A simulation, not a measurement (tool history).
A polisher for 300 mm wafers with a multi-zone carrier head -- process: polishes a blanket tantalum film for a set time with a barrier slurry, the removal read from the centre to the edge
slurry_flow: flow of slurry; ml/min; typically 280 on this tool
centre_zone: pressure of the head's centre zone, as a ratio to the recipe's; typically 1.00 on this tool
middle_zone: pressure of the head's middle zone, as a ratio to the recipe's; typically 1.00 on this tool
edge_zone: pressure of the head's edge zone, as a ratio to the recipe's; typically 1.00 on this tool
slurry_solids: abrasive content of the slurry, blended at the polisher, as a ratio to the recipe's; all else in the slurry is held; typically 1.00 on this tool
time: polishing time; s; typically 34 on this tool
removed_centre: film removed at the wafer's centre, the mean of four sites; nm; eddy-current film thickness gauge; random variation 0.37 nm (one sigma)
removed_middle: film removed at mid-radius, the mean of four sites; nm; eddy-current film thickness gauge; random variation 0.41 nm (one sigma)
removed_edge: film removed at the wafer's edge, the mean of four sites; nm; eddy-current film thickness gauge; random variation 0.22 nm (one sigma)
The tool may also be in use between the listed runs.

run   hour  slurry_flow  centre_zone  middle_zone  edge_zone  slurry_solids  time  wafers since the last listed run  wafers polished on this pad  hours since the slurry nozzle was cleaned  hours since the centre zone pressure was calibrated  hours since the edge zone pressure was calibrated  hours since the carrier head's membrane was replaced  incoming thickness of the incoming film, nm  removed_centre  removed_middle  removed_edge
  1    0.0          280         0.93         1.00       1.00           1.00    34                                 0                         2969                                      358.2                                                233.2                                              214.6                                                 180.2                                        288.6            27.8            29.7          28.9
  2   28.8          280         1.00         1.00       1.00           1.00    34                               374                         3344                                      387.0                                                262.0                                              243.4                                                 209.0                                        292.8            28.9            30.6          28.8
  3   71.7          280         1.00         1.00       1.00           1.00    34                               557                         3901                                      429.9                                                304.9                                              286.3                                                 251.9                                        283.9            28.8            29.2          28.4
  4  114.0          280         1.00         1.06       1.00           1.00    34                               549                         4451                                      472.2                                                347.2                                              328.6                                                 294.2                                        290.9            28.9            30.5          27.6
     146.4  -- worn pad replaced by a new one
  5  154.8          280         0.97         0.92       0.95           1.00    34                               478                          109                                      513.0                                                388.0                                              369.4                                                 335.0                                        285.5            32.1            31.7          31.7
     166.3  -- slurry nozzle cleaned
     188.8  -- centre zone pressure recalibrated
  6  191.0          280         1.03         1.00       1.08           0.80    34                               431                          541                                       24.7                                                  2.2                                              405.6                                                 371.2                                        290.0            31.3            30.2          30.6
  7  217.7          280         1.00         1.00       1.12           0.75    34                               346                          888                                       51.4                                                 28.9                                              432.3                                                 397.9                                        287.0            29.3            29.6          30.3
  8  268.3          280         1.00         1.00       0.89           1.00    27                               657                         1545                                      102.0                                                 79.5                                              482.9                                                 448.5                                        296.2            24.9            25.8          23.1
  9  329.9          280         1.00         1.00       1.00           1.00    34                               800                         2346                                      163.6                                                141.1                                              544.5                                                 510.1                                        291.5            31.8            31.6          30.3
 10  365.9          280         1.00         1.00       1.00           1.00    34                               467                         2814                                      199.6                                                177.1                                              580.5                                                 546.1                                        290.5            30.7            31.1          30.2
 11  427.5          280         0.91         1.00       1.10           1.00    34                               800                         3614                                      261.2                                                238.7                                              642.1                                                 607.7                                        290.5            27.9            30.9          30.9
 12  480.7          220         1.00         1.00       1.08           1.00    26                               691                         4306                                      314.4                                                291.9                                              695.3                                                 660.9                                        287.6            22.0            22.3          22.7
     521.1  -- worn pad replaced by a new one
 13  541.0          280         1.00         1.00       1.00           1.00    38                               731                          258                                      374.7                                                352.2                                              755.6                                                 721.2                                        290.7            36.4            37.5          36.3
 14  572.0          280         0.94         1.00       1.00           1.15    29                               402                          661                                      405.7                                                383.2                                              786.6                                                 752.2                                        289.5            27.4            29.3          28.7
 15  625.7          280         1.00         1.00       1.00           1.00    34                               697                         1359                                      459.4                                                436.9                                              840.3                                                 805.9                                        292.6            32.3            31.6          31.7
     638.1  -- centre zone pressure recalibrated
 16  668.3          245         1.07         1.08       1.04           1.00    34                               527                         1886                                      502.0                                                 30.2                                              882.9                                                 848.5                                        291.2            32.7            33.9          31.0
     707.7  -- slurry nozzle cleaned
 17  708.8          355         1.06         0.92       1.00           1.00    23                               513                         2400                                        1.1                                                 70.7                                              923.4                                                 889.0                                        285.1            22.6            20.2          21.0
     727.7  -- carrier head's membrane replaced by a new one
 18  754.7          280         1.04         1.00       1.00           1.00    34                               531                         2931                                       47.0                                                116.6                                              969.3                                                  27.0                                        288.9            31.9            31.2          30.4
 19  810.7          280         1.00         1.00       1.00           1.00    34                               727                         3659                                      103.0                                                172.6                                             1025.3                                                  83.0                                        293.2            30.1            31.4          29.9
 20  836.3          280         0.90         1.00       1.00           1.00    34                               332                         3992                                      128.6                                                198.2                                             1050.9                                                 108.6                                        288.1            27.3            30.2          29.2
 21  874.6          280         1.00         0.94       1.09           1.00    29                               497                         4489                                      166.9                                                236.5                                             1089.2                                                 146.9                                        293.1            24.9            24.5          25.8
     882.6  -- worn pad replaced by a new one
 22  939.7          280         1.00         1.00       0.88           1.00    34                               794                          742                                      232.0                                                301.6                                             1154.3                                                 212.0                                        293.5            32.9            33.0          30.1

What would each run have given without the hidden state, its run-to-run variation left as it was?
Unlogged tool condition in this case: removal rate lost through wear of the pad, %; slurry flow missing at the pad, %; deviation of the centre zone's pressure from its setpoint, %; deviation of the edge zone's pressure from its setpoint, %.
run  removed_centre  removed_middle  removed_edge
  1            31.3            33.4          32.6
  2            32.9            34.7          32.8
  3            33.2            33.7          32.8
  4            33.9            35.7          32.4
  5            32.5            32.0          32.0
  6            32.0            30.9          31.3
  7            30.3            30.5          31.3
  8            26.1            27.1          24.2
  9            34.1            33.9          32.5
 10            33.3            33.8          32.8
 11            30.9            34.2          34.3
 12            24.9            25.2          25.7
 13            36.8            37.9          36.7
 14            28.0            29.9          29.2
 15            33.5            32.8          32.9
 16            34.5            35.7          32.6
 17            24.1            21.6          22.5
 18            34.6            33.9          33.0
 19            33.3            34.7          33.0
 20            30.4            33.7          32.6
 21            28.2            27.7          29.2
 22            33.6            33.8          30.7
